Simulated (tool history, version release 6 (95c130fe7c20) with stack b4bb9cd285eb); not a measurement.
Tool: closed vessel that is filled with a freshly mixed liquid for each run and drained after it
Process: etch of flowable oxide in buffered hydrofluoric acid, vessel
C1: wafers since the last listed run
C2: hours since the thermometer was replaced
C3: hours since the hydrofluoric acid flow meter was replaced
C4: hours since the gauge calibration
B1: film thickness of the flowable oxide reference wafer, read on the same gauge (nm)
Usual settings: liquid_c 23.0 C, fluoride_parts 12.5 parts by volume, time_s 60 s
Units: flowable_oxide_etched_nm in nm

run 1 hour=0.0 | liquid_c=24.0 fluoride_parts=16.5 time_s=60 | C1=0 C2=282.9 C3=690.0 C4=1046.4 | B1=49.99 | flowable_oxide_etched_nm=111.04
run 2 hour=62.6 | liquid_c=23.0 fluoride_parts=10.5 time_s=60 | C1=7237 C2=345.5 C3=752.6 C4=1109.0 | B1=50.02 | flowable_oxide_etched_nm=166.37
run 3 hour=316.7 | liquid_c=23.0 fluoride_parts=10.5 time_s=60 | C1=29378 C2=599.6 C3=1006.7 C4=1363.1 | B1=50.00 | flowable_oxide_etched_nm=157.04
-- hour=323.3 thermometer replaced
run 4 hour=395.7 | liquid_c=23.0 fluoride_parts=12.5 time_s=60 | C1=9018 C2=72.4 C3=1085.7 C4=1442.1 | B1=49.98 | flowable_oxide_etched_nm=143.63
-- hour=603.4 gauge calibrated
-- hour=685.1 hydrofluoric acid flow meter replaced
run 5 hour=690.1 | liquid_c=23.0 fluoride_parts=12.5 time_s=60 | C1=33922 C2=366.8 C3=5.0 C4=86.7 | B1=50.00 | flowable_oxide_etched_nm=137.73
run 6 hour=778.8 | liquid_c=23.0 fluoride_parts=12.5 time_s=60 | C1=10255 C2=455.5 C3=93.7 C4=175.4 | B1=50.01 | flowable_oxide_etched_nm=136.23
run 7 hour=828.5 | liquid_c=19.5 fluoride_parts=12.5 time_s=60 | C1=5746 C2=505.2 C3=143.4 C4=225.1 | B1=50.00 | flowable_oxide_etched_nm=109.94
-- hour=895.1 thermometer replaced
run 8 hour=905.4 | liquid_c=19.5 fluoride_parts=12.5 time_s=60 | C1=8775 C2=10.3 C3=220.3 C4=302.0 | B1=50.02 | flowable_oxide_etched_nm=121.49
run 9 hour=976.4 | liquid_c=23.0 fluoride_parts=12.5 time_s=40 | C1=8208 C2=81.3 C3=291.3 C4=373.0 | B1=50.02 | flowable_oxide_etched_nm=96.36
run 10 hour=1027.8 | liquid_c=24.5 fluoride_parts=12.5 time_s=60 | C1=5942 C2=132.7 C3=342.7 C4=424.4 | B1=50.01 | flowable_oxide_etched_nm=154.59
run 11 hour=1134.3 | liquid_c=23.0 fluoride_parts=12.5 time_s=60 | C1=12313 C2=239.2 C3=449.2 C4=530.9 | B1=49.98 | flowable_oxide_etched_nm=140.40
run 12 hour=1234.8 | liquid_c=23.0 fluoride_parts=12.5 time_s=60 | C1=11619 C2=339.7 C3=549.7 C4=631.4 | B1=50.01 | flowable_oxide_etched_nm=138.70
run 13 hour=1286.3 | liquid_c=23.0 fluoride_parts=10.0 time_s=75 | C1=5954 C2=391.2 C3=601.2 C4=682.9 | B1=49.98 | flowable_oxide_etched_nm=212.03
run 14 hour=1388.3 | liquid_c=23.0 fluoride_parts=12.5 time_s=60 | C1=11793 C2=493.2 C3=703.2 C4=784.9 | B1=49.97 | flowable_oxide_etched_nm=134.83
run 15 hour=1461.0 | liquid_c=20.5 fluoride_parts=12.5 time_s=60 | C1=8405 C2=565.9 C3=775.9 C4=857.6 | B1=49.99 | flowable_oxide_etched_nm=114.64
-- hour=1541.2 thermometer replaced
run 16 hour=1542.5 | liquid_c=23.0 fluoride_parts=11.0 time_s=60 | C1=9307 C2=1.3 C3=857.4 C4=939.1 | B1=49.96 | flowable_oxide_etched_nm=162.21
run 17 hour=1584.6 | liquid_c=19.5 fluoride_parts=15.5 time_s=60 | C1=4867 C2=43.4 C3=899.5 C4=981.2 | B1=49.96 | flowable_oxide_etched_nm=96.51
run 18 hour=1671.8 | liquid_c=20.5 fluoride_parts=15.5 time_s=60 | C1=10082 C2=130.6 C3=986.7 C4=1068.4 | B1=49.99 | flowable_oxide_etched_nm=99.65

Forecast each of these 4 alternatives for the next run:
run A hour=1672.5 | liquid_c=23.0 fluoride_parts=12.5 time_s=60 | C1=80 C2=131.3 C3=987.4 C4=1069.1 | B1=? | flowable_oxide_etched_nm=?
run B hour=1672.5 | liquid_c=19.5 fluoride_parts=11.0 time_s=30 | C1=80 C2=131.3 C3=987.4 C4=1069.1 | B1=? | flowable_oxide_etched_nm=?
run C hour=1672.5 | liquid_c=25.5 fluoride_parts=15.5 time_s=45 | C1=80 C2=131.3 C3=987.4 C4=1069.1 | B1=? | flowable_oxide_etched_nm=?
run D hour=1672.5 | liquid_c=26.5 fluoride_parts=17.0 time_s=45 | C1=80 C2=131.3 C3=987.4 C4=1069.1 | B1=? | flowable_oxide_etched_nm=?

run=A B1=50.00 flowable_oxide_etched_nm=140.81
run=B B1=50.00 flowable_oxide_etched_nm=65.61
run=C B1=50.00 flowable_oxide_etched_nm=98.07
run=D B1=50.00 flowable_oxide_etched_nm=94.55
Without the tool's hidden state the same runs would have given:
run=A flowable_oxide_etched_nm=147.16
run=B flowable_oxide_etched_nm=68.64
run=C flowable_oxide_etched_nm=102.42
run=D flowable_oxide_etched_nm=98.72
